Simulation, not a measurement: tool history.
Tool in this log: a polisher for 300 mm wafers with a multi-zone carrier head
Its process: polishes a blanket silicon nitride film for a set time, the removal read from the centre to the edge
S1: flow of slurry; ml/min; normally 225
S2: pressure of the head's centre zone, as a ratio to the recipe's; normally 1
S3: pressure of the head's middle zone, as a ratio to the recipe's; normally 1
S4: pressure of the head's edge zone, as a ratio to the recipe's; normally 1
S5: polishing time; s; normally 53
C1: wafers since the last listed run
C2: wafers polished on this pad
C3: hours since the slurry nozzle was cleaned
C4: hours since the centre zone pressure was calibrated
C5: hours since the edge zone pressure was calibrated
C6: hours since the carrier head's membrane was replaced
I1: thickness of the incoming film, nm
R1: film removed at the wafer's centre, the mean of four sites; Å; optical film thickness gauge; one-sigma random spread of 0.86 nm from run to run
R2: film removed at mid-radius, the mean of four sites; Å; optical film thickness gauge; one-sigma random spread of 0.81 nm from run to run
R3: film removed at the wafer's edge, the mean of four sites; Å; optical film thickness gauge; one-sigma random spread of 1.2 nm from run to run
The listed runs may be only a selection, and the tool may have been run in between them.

run 1 hour=0 | S1=225 S2=1 S3=1 S4=1 S5=53 | C1=0 C2=5 C3=316.1 C4=1356.8 C5=487.2 C6=1498.9 | I1=930.6 | R1=775 R2=785 R3=800
-- hour=11.1 centre zone pressure recalibrated
run 2 hour=11.7 | S1=225 S2=1 S3=1 S4=1 S5=53 | C1=102 C2=107 C3=327.8 C4=0.6 C5=498.9 C6=1510.6 | I1=927.9 | R1=763 R2=789 R3=787
run 3 hour=46 | S1=225 S2=1 S3=1 S4=1 S5=53 | C1=364 C2=472 C3=362.1 C4=34.9 C5=533.2 C6=1544.9 | I1=921.2 | R1=764 R2=795 R3=789
run 4 hour=53 | S1=225 S2=1 S3=1 S4=1 S5=53 | C1=74 C2=546 C3=369.1 C4=41.9 C5=540.2 C6=1551.9 | I1=923.4 | R1=757 R2=797 R3=798
run 5 hour=68 | S1=265 S2=1 S3=1 S4=0.89 S5=63 | C1=159 C2=705 C3=384.1 C4=56.9 C5=555.2 C6=1566.9 | I1=931.6 | R1=930 R2=961 R3=902
run 6 hour=74.3 | S1=225 S2=1 S3=1 S4=1 S5=53 | C1=66 C2=772 C3=390.4 C4=63.2 C5=561.5 C6=1573.2 | I1=911.7 | R1=757 R2=781 R3=777
run 7 hour=84.6 | S1=225 S2=1.04 S3=1 S4=1 S5=53 | C1=109 C2=881 C3=400.7 C4=73.5 C5=571.8 C6=1583.5 | I1=918.2 | R1=799 R2=773 R3=784
-- hour=102.7 slurry nozzle cleaned
-- hour=106.8 worn pad replaced by a new one
run 8 hour=117.6 | S1=165 S2=1.06 S3=0.95 S4=1.12 S5=53 | C1=297 C2=114 C3=14.9 C4=106.5 C5=604.8 C6=1616.5 | I1=939.8 | R1=702 R2=664 R3=744
run 9 hour=171.1 | S1=175 S2=1 S3=1 S4=1 S5=53 | C1=567 C2=682 C3=68.4 C4=160 C5=658.3 C6=1670 | I1=927.5 | R1=666 R2=685 R3=737
run 10 hour=178.3 | S1=265 S2=1 S3=1 S4=1 S5=53 | C1=76 C2=758 C3=75.6 C4=167.2 C5=665.5 C6=1677.2 | I1=937.9 | R1=744 R2=754 R3=769
run 11 hour=190.4 | S1=255 S2=1 S3=1.11 S4=0.91 S5=53 | C1=128 C2=887 C3=87.7 C4=179.3 C5=677.6 C6=1689.3 | I1=940.4 | R1=730 R2=810 R3=730
-- hour=196.9 carrier head's membrane replaced by a new one
run 12 hour=208.2 | S1=225 S2=1 S3=1 S4=1 S5=53 | C1=135 C2=1023 C3=105.5 C4=197.1 C5=695.4 C6=11.3 | I1=941.7 | R1=698 R2=719 R3=735
-- hour=224 slurry nozzle cleaned, repeated, since the last time left the tool worse
-- hour=224.1 worn pad replaced by a new one
-- hour=228.1 edge zone pressure recalibrated
run 13 hour=228.6 | S1=225 S2=1 S3=1 S4=1 S5=53 | C1=183 C2=26 C3=4.6 C4=217.5 C5=0.5 C6=31.7 | I1=919.1 | R1=793 R2=807 R3=800
run 14 hour=234.9 | S1=300 S2=0.94 S3=0.9 S4=1 S5=53 | C1=66 C2=93 C3=10.9 C4=223.8 C5=6.8 C6=38 | I1=923.3 | R1=770 R2=770 R3=823
run 15 hour=250.9 | S1=225 S2=1.07 S3=1 S4=1 S5=53 | C1=169 C2=263 C3=26.9 C4=239.8 C5=22.8 C6=54 | I1=923.9 | R1=856 R2=802 R3=778
run 16 hour=265.6 | S1=225 S2=0.96 S3=1 S4=0.94 S5=36 | C1=156 C2=419 C3=41.6 C4=254.5 C5=37.5 C6=68.7 | I1=921.5 | R1=515 R2=550 R3=519
run 17 hour=278 | S1=225 S2=1 S3=1 S4=1 S5=53 | C1=131 C2=551 C3=54 C4=266.9 C5=49.9 C6=81.1 | I1=931.9 | R1=801 R2=789 R3=795
run 18 hour=293 | S1=225 S2=1.08 S3=1 S4=1 S5=53 | C1=159 C2=710 C3=69 C4=281.9 C5=64.9 C6=96.1 | I1=929.2 | R1=854 R2=813 R3=802
run 19 hour=301.5 | S1=300 S2=1 S3=1 S4=1 S5=53 | C1=90 C2=800 C3=77.5 C4=290.4 C5=73.4 C6=104.6 | I1=933.3 | R1=809 R2=839 R3=821
run 20 hour=317.2 | S1=225 S2=0.92 S3=1 S4=1.11 S5=41 | C1=166 C2=967 C3=93.2 C4=306.1 C5=89.1 C6=120.3 | I1=925.1 | R1=558 R2=614 R3=661
run 21 hour=328.1 | S1=155 S2=0.89 S3=0.9 S4=1 S5=60 | C1=115 C2=1083 C3=104.1 C4=317 C5=100 C6=131.2 | I1=948.1 | R1=745 R2=790 R3=868
-- hour=336.7 worn pad replaced by a new one
run 22 hour=381.8 | S1=285 S2=1 S3=1.06 S4=1 S5=46 | C1=527 C2=478 C3=157.8 C4=370.7 C5=153.7 C6=184.9 | I1=938.9 | R1=709 R2=740 R3=710
run 23 hour=390.5 | S1=290 S2=0.96 S3=1 S4=1.06 S5=53 | C1=92 C2=570 C3=166.5 C4=379.4 C5=162.4 C6=193.6 | I1=948.2 | R1=778 R2=819 R3=845

What if the next run were any one of these 3? Each begins from the tool's condition after run 23:
run A hour=390.9 | S1=225 S2=1 S3=1 S4=1 S5=53 | C1=4 C2=575 C3=166.9 C4=379.8 C5=162.8 C6=194 | I1=942.1 | R1=? R2=? R3=?
run B hour=390.9 | S1=175 S2=1 S3=0.91 S4=1.06 S5=53 | C1=4 C2=575 C3=166.9 C4=379.8 C5=162.8 C6=194 | I1=942.1 | R1=? R2=? R3=?
run C hour=390.9 | S1=225 S2=1 S3=1 S4=0.94 S5=53 | C1=4 C2=575 C3=166.9 C4=379.8 C5=162.8 C6=194 | I1=942.1 | R1=? R2=? R3=?

run=A R1=774 R2=804 R3=786
run=B R1=744 R2=727 R3=788
run=C R1=774 R2=804 R3=763
With the hidden condition removed and each run's random variation left untouched, the same runs would have given:
run=A R1=787 R2=815 R3=794
run=B R1=759 R2=740 R3=798
run=C R1=787 R2=815 R3=771
